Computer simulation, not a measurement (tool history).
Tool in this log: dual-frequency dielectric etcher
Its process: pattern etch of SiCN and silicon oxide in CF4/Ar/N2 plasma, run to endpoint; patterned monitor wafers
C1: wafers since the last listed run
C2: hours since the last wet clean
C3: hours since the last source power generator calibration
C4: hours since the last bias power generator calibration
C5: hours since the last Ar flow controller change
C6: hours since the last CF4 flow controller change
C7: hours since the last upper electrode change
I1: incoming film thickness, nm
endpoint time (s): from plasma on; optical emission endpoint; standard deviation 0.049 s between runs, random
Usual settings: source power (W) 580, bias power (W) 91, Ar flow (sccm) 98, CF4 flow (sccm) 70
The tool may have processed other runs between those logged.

Run 1, hour 0.0: usual settings but source power (W) 520, Ar flow (sccm) 105; C1 0; C2 341.4; C3 3627.9; C4 2581.9; C5 3566.0; C6 1912.5; C7 3603.8; I1 13.77. Result: endpoint time (s) 14.4.
Run 2, hour 7.1: usual settings but source power (W) 520, Ar flow (sccm) 105; C1 69; C2 348.5; C3 3635.0; C4 2589.0; C5 3573.1; C6 1919.6; C7 3610.9; I1 13.71. Result: endpoint time (s) 14.4.
Run 3, hour 37.6: usual settings; C1 300; C2 379.0; C3 3665.5; C4 2619.5; C5 3603.6; C6 1950.1; C7 3641.4; I1 13.60. Result: endpoint time (s) 12.8.
At hour 62.5: upper electrode replaced.
Run 4, hour 63.0: usual settings; C1 13; C2 404.4; C3 3690.9; C4 2644.9; C5 3629.0; C6 1975.5; C7 0.5; I1 13.59. Result: endpoint time (s) 12.6.
Run 5, hour 63.3: usual settings; C1 2; C2 404.7; C3 3691.2; C4 2645.2; C5 3629.3; C6 1975.8; C7 0.8; I1 13.66. Result: endpoint time (s) 12.7.
At hour 75.7: source power generator calibrated.
Run 6, hour 76.1: usual settings but Ar flow (sccm) 79; C1 86; C2 417.5; C3 0.4; C4 2658.0; C5 3642.1; C6 1988.6; C7 13.6; I1 13.56. Result: endpoint time (s) 12.4.
Run 7, hour 87.7: usual settings; C1 114; C2 429.1; C3 12.0; C4 2669.6; C5 3653.7; C6 2000.2; C7 25.2; I1 13.65. Result: endpoint time (s) 12.8.
Run 8, hour 97.3: usual settings but source power (W) 660, Ar flow (sccm) 89; C1 94; C2 438.7; C3 21.6; C4 2679.2; C5 3663.3; C6 2009.8; C7 34.8; I1 13.64. Result: endpoint time (s) 11.2.
Run 9, hour 113.3: usual settings but source power (W) 670, Ar flow (sccm) 108; C1 157; C2 454.7; C3 37.6; C4 2695.2; C5 3679.3; C6 2025.8; C7 50.8; I1 13.71. Result: endpoint time (s) 11.2.
Run 10, hour 127.9: usual settings but source power (W) 710, CF4 flow (sccm) 54; C1 143; C2 469.3; C3 52.2; C4 2709.8; C5 3693.9; C6 2040.4; C7 65.4; I1 13.52. Result: endpoint time (s) 10.9.
At hour 173.0: wet clean of the chamber.
Run 11, hour 173.5: usual settings but source power (W) 640, Ar flow (sccm) 91, CF4 flow (sccm) 78; C1 212; C2 0.5; C3 97.8; C4 2755.4; C5 3739.5; C6 2086.0; C7 111.0; I1 13.63. Result: endpoint time (s) 11.0.
Run 12, hour 183.8: usual settings but source power (W) 460, Ar flow (sccm) 87, CF4 flow (sccm) 83; C1 101; C2 10.8; C3 108.1; C4 2765.7; C5 3749.8; C6 2096.3; C7 121.3; I1 13.44. Result: endpoint time (s) 14.5.
Run 13, hour 191.2: usual settings but Ar flow (sccm) 117; C1 72; C2 18.2; C3 115.5; C4 2773.1; C5 3757.2; C6 2103.7; C7 128.7; I1 13.78. Result: endpoint time (s) 12.7.
Run 14, hour 198.7: usual settings but Ar flow (sccm) 83; C1 73; C2 25.7; C3 123.0; C4 2780.6; C5 3764.7; C6 2111.2; C7 136.2; I1 13.65. Result: endpoint time (s) 12.1.
Run 15, hour 209.7: usual settings; C1 108; C2 36.7; C3 134.0; C4 2791.6; C5 3775.7; C6 2122.2; C7 147.2; I1 13.66. Result: endpoint time (s) 12.3.
At hour 218.8: Ar flow controller replaced.
Run 16, hour 222.5: usual settings but CF4 flow (sccm) 55; C1 66; C2 49.5; C3 146.8; C4 2804.4; C5 3.7; C6 2135.0; C7 160.0; I1 13.56. Result: endpoint time (s) 12.8.
At hour 234.7: CF4 flow controller replaced.
At hour 240.4: bias power generator calibrated.
At hour 257.5: wet clean of the chamber, repeated, since the last time left the tool worse.
Run 17, hour 258.0: usual settings but source power (W) 670, bias power (W) 110; C1 82; C2 0.5; C3 182.3; C4 17.6; C5 39.2; C6 23.3; C7 195.5; I1 13.54. Result: endpoint time (s) 10.4.
Run 18, hour 258.4: usual settings but source power (W) 670, Ar flow (sccm) 92; C1 3; C2 0.9; C3 182.7; C4 18.0; C5 39.6; C6 23.7; C7 195.9; I1 13.58. Result: endpoint time (s) 11.3.
Run 19, hour 258.7: usual settings; C1 2; C2 1.2; C3 183.0; C4 18.3; C5 39.9; C6 24.0; C7 196.2; I1 13.58. Result: endpoint time (s) 13.0.
Run 20, hour 305.9: usual settings but source power (W) 710, bias power (W) 99; C1 464; C2 48.4; C3 230.2; C4 65.5; C5 87.1; C6 71.2; C7 243.4; I1 13.58. Result: endpoint time (s) 10.4.
Run 21, hour 322.3: usual settings but source power (W) 630, CF4 flow (sccm) 82; C1 161; C2 64.8; C3 246.6; C4 81.9; C5 103.5; C6 87.6; C7 259.8; I1 13.65. Result: endpoint time (s) 11.8.
Run 22, hour 330.9: usual settings but source power (W) 650, CF4 flow (sccm) 80; C1 84; C2 73.4; C3 255.2; C4 90.5; C5 112.1; C6 96.2; C7 268.4; I1 13.48. Result: endpoint time (s) 11.3.
Run 23, hour 339.2: usual settings; C1 81; C2 81.7; C3 263.5; C4 98.8; C5 120.4; C6 104.5; C7 276.7; I1 13.72. Result: endpoint time (s) 13.0.

Each row is a separate what-if for the run after 23, all from the same tool condition, not one after another. Results?
Run A, hour 339.6: usual settings; C1 3; C2 82.1; C3 263.9; C4 99.2; C5 120.8; C6 104.9; C7 277.1; I1 13.63. Result: endpoint time (s) ?.
Run B, hour 339.6: usual settings but source power (W) 470, bias power (W) 104, CF4 flow (sccm) 58; C1 3; C2 82.1; C3 263.9; C4 99.2; C5 120.8; C6 104.9; C7 277.1; I1 13.63. Result: endpoint time (s) ?.
Run C, hour 339.6: usual settings but bias power (W) 73, Ar flow (sccm) 75, CF4 flow (sccm) 66; C1 3; C2 82.1; C3 263.9; C4 99.2; C5 120.8; C6 104.9; C7 277.1; I1 13.63. Result: endpoint time (s) ?.
Run D, hour 339.6: usual settings but CF4 flow (sccm) 58; C1 3; C2 82.1; C3 263.9; C4 99.2; C5 120.8; C6 104.9; C7 277.1; I1 13.63. Result: endpoint time (s) ?.
Run E, hour 339.6: usual settings but source power (W) 480, bias power (W) 112; C1 3; C2 82.1; C3 263.9; C4 99.2; C5 120.8; C6 104.9; C7 277.1; I1 13.63. Result: endpoint time (s) ?.

run  endpoint time (s)
  A               13.0
  B               15.4
  C               14.1
  D               13.5
  E               14.1
Take away the tool's hidden state, keep each run's random variation, and the runs would have read:
run  endpoint time (s)
  A               13.1
  B               15.5
  C               14.2
  D               13.5
  E               14.2
